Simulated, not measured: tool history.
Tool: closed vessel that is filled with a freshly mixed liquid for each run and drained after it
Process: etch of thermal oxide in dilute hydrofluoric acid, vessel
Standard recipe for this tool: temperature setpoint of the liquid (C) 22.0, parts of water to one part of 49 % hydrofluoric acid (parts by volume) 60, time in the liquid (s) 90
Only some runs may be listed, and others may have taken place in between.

| run | hour | temperature setpoint of the liquid (C) | parts of water to one part of 49 % hydrofluoric acid (parts by volume) | time in the liquid (s) | read-back film thickness of the thermal oxide reference wafer, read on the same gauge (nm) | thickness taken off the thermal oxide on a monitor wafer (nm) |
|---|---|---|---|---|---|---|
| 1 | 0.0 | 22.0 | 60 | 90 | 130.02 | 6.79 |
| 2 | 79.7 | 22.0 | 60 | 90 | 129.99 | 6.80 |
| 3 | 125.9 | 25.5 | 60 | 90 | 130.00 | 7.83 |
| 4 | 167.8 | 22.0 | 60 | 90 | 130.01 | 6.64 |
|  | 199.9 | gauge calibrated |
| 5 | 215.2 | 22.0 | 60 | 90 | 130.00 | 6.68 |
| 6 | 283.9 | 22.0 | 60 | 90 | 129.97 | 6.72 |
| 7 | 352.9 | 22.0 | 60 | 90 | 130.03 | 6.75 |
| 8 | 403.3 | 22.0 | 60 | 90 | 130.00 | 6.67 |
|  | 411.8 | hydrofluoric acid flow meter replaced |
| 9 | 466.2 | 22.0 | 60 | 90 | 129.97 | 6.70 |
| 10 | 511.3 | 22.0 | 75 | 90 | 129.97 | 5.19 |
| 11 | 580.6 | 22.0 | 60 | 90 | 130.01 | 6.69 |
| 12 | 618.5 | 22.0 | 70 | 135 | 130.00 | 8.32 |
| 13 | 650.7 | 23.5 | 80 | 40 | 130.00 | 2.33 |
| 14 | 693.9 | 22.0 | 60 | 90 | 130.01 | 6.71 |
|  | 734.6 | thermometer replaced |
| 15 | 750.7 | 18.0 | 40 | 105 | 130.00 | 10.17 |
| 16 | 796.4 | 24.5 | 60 | 90 | 130.00 | 7.40 |
| 17 | 866.5 | 22.0 | 60 | 90 | 130.00 | 6.63 |
| 18 | 923.7 | 22.0 | 45 | 145 | 130.00 | 14.69 |
| 19 | 993.7 | 18.0 | 85 | 105 | 129.98 | 4.50 |
| 20 | 1032.3 | 22.0 | 60 | 90 | 130.02 | 6.62 |
| 21 | 1091.6 | 24.0 | 45 | 55 | 130.00 | 6.06 |
| 22 | 1121.0 | 22.0 | 60 | 90 | 130.00 | 6.71 |
| 23 | 1157.7 | 22.0 | 40 | 90 | 130.00 | 10.34 |
| 24 | 1217.7 | 22.0 | 60 | 50 | 130.02 | 3.76 |
| 25 | 1281.4 | 22.0 | 70 | 90 | 129.96 | 5.74 |
| 26 | 1340.3 | 19.5 | 50 | 50 | 130.02 | 4.08 |
| 27 | 1409.5 | 22.0 | 60 | 90 | 130.00 | 6.59 |
| 28 | 1461.8 | 22.0 | 60 | 90 | 129.99 | 6.65 |
| 29 | 1532.9 | 19.5 | 70 | 60 | 130.03 | 3.41 |
| 30 | 1563.1 | 20.0 | 80 | 90 | 129.98 | 4.44 |
| 31 | 1624.4 | 22.0 | 30 | 90 | 130.00 | 13.92 |
| 32 | 1688.4 | 26.0 | 75 | 145 | 129.98 | 9.89 |
| 33 | 1757.1 | 27.0 | 90 | 90 | 129.99 | 5.23 |
|  | 1797.2 | hydrofluoric acid flow meter replaced |
| 34 | 1816.8 | 23.5 | 35 | 145 | 129.98 | 20.29 |

4 ways to go on from here, each from the tool as it stands after run 34. What would each give?
| A | 1817.5 | 22.0 | 60 | 90 | ? | ? |
| B | 1817.5 | 18.0 | 60 | 45 | ? | ? |
| C | 1817.5 | 24.0 | 85 | 90 | ? | ? |
| D | 1817.5 | 17.5 | 60 | 90 | ? | ? |

| run | read-back film thickness of the thermal oxide reference wafer, read on the same gauge (nm) | thickness taken off the thermal oxide on a monitor wafer (nm) |
|---|---|---|
| A | 130.02 | 6.73 |
| B | 130.02 | 2.84 |
| C | 130.02 | 4.99 |
| D | 130.02 | 5.56 |
The same runs, with their run-to-run variation unchanged, on a tool lacking any hidden condition would have given:
| run | thickness taken off the thermal oxide on a monitor wafer (nm) |
|---|---|
| A | 6.73 |
| B | 2.84 |
| C | 4.99 |
| D | 5.56 |

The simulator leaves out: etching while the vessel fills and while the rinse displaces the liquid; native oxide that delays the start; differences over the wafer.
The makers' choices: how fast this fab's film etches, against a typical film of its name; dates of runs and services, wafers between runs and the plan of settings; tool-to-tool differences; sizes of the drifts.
